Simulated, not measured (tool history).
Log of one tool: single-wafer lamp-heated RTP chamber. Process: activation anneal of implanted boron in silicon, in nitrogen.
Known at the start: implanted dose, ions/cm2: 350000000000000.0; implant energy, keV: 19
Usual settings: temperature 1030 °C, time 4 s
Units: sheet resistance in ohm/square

run   hour  temperature  time  wafers since the last listed run  wafers since the last pyrometer calibration  wafers since the reflector plate was cleaned  hours since the gauge calibration  read-back reference wafer on the same gauge, sheet resistance  sheet resistance
  1      0         1030     4                                 0                                         1693                                          4273                                139                                                         253.43            268.14
  2   18.4         1030     4                               338                                         2031                                          4611                              157.4                                                         253.09            268.34
  3   50.8         1030     4                               595                                         2627                                          5207                              189.8                                                         252.85            267.45
  4   70.4         1017     4                               360                                         2987                                          5567                              209.4                                                         252.73            269.29
      96.5  -- pyrometer window cleaned and pyrometer calibrated
  5     97         1017     4                               341                                            9                                          5909                                236                                                         252.57            269.43
  6  118.7         1030     4                               398                                          407                                          6307                              257.7                                                         252.37            266.62
  7  153.3         1030     4                               635                                         1043                                          6943                              292.3                                                         251.93            267.11
     202.5  -- reflector plate cleaned
  8  206.9         1048     3                               837                                         1881                                            81                              345.9                                                         251.37            264.06
  9  234.6         1030     4                               509                                         2390                                           590                              373.6                                                         251.15            266.01
 10  263.1         1016     3                               523                                         2914                                          1114                              402.1                                                         250.93            268.91
     286.2  -- pyrometer window cleaned and pyrometer calibrated
 11  286.7         1038     4                               286                                            8                                          1401                              425.7                                                         250.65            263.96
     294.5  -- gauge calibrated
 12  314.9         1030     5                               518                                          527                                          1919                               20.4                                                         254.81            269.08
 13  327.2         1022     5                               226                                          753                                          2145                               32.7                                                          254.8            270.69
 14  416.3         1038     4                              1637                                         2390                                          3782                              121.8                                                         253.76            267.12
 15  449.7         1059     6                               613                                         3004                                          4396                              155.2                                                         253.69            265.63

Forecast each of these 4 alternatives for the next run:
  A  450.1         1030     4                                 7                                         3011                                          4403                              155.6                                                              ?                 ?
  B  450.1         1047     3                                 7                                         3011                                          4403                              155.6                                                              ?                 ?
  C  450.1         1016     5                                 7                                         3011                                          4403                              155.6                                                              ?                 ?
  D  450.1         1019     3                                 7                                         3011                                          4403                              155.6                                                              ?                 ?

run  read-back reference wafer on the same gauge, sheet resistance  sheet resistance
  A                                                         253.46            269.24
  B                                                         253.46            268.15
  C                                                         253.46            271.13
  D                                                         253.46            271.55
Without the tool's hidden state the same runs would have given:
run  sheet resistance
  A            270.75
  B            269.65
  C            272.65
  D            273.08

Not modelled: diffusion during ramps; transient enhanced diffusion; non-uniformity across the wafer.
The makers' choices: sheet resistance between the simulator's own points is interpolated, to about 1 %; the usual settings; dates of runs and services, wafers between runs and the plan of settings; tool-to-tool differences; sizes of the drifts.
